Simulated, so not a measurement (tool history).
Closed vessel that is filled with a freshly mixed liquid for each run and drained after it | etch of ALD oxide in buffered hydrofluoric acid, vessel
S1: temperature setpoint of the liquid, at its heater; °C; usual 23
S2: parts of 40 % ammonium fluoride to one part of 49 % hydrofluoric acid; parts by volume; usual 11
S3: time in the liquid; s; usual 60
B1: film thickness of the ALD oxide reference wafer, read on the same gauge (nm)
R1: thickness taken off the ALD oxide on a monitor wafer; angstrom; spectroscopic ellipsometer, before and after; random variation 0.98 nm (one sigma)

run	hour	S1	S2	S3	B1	R1
1	0	23	11	60	110.02	1773.8
2	105.3	23	11	60	109.99	1780.1
3	176.4	23	11	60	110.02	1783
4	221.5	23	11	60	109.98	1798.4
5	279.1	23	11	60	109.99	1791.7
6	349.7	24.5	11	50	110	1617.8
7	586.1	23	11	60	110	1838
8	761.1	23	11	60	109.99	1863
# hour 795.1: gauge calibrated
9	861.8	23	11	60	109.98	1904.5
# hour 875.1: hydrofluoric acid flow meter replaced
10	943.7	23	11	60	110.02	1751.3
11	1010.2	23	11	60	110.01	1773
12	1047.5	23	11	60	109.98	1764.8
# hour 1069.2: thermometer replaced
13	1103.7	24.5	11	60	109.99	1830.6
14	1141.3	23	11	60	110	1683.7
15	1231.4	20	14	60	110	1142.3
16	1284.4	18	7	80	109.98	2631.4
17	1383.7	27	7	45	109.99	2478.4
18	1432.5	23	7	60	109.98	2658.2
19	1496	23	11	60	110.03	1759.1
20	1594.6	23	11	60	110	1741.2
21	1658.2	23	11	60	109.98	1746.1

Run 22 comes next. What will it give?
22	1696.1	25.5	15	75	?	?

Run 22 gave B1 110, R1 1843.4 angstrom.
Without the tool's hidden state the same run would have given R1 1721.9 angstrom.
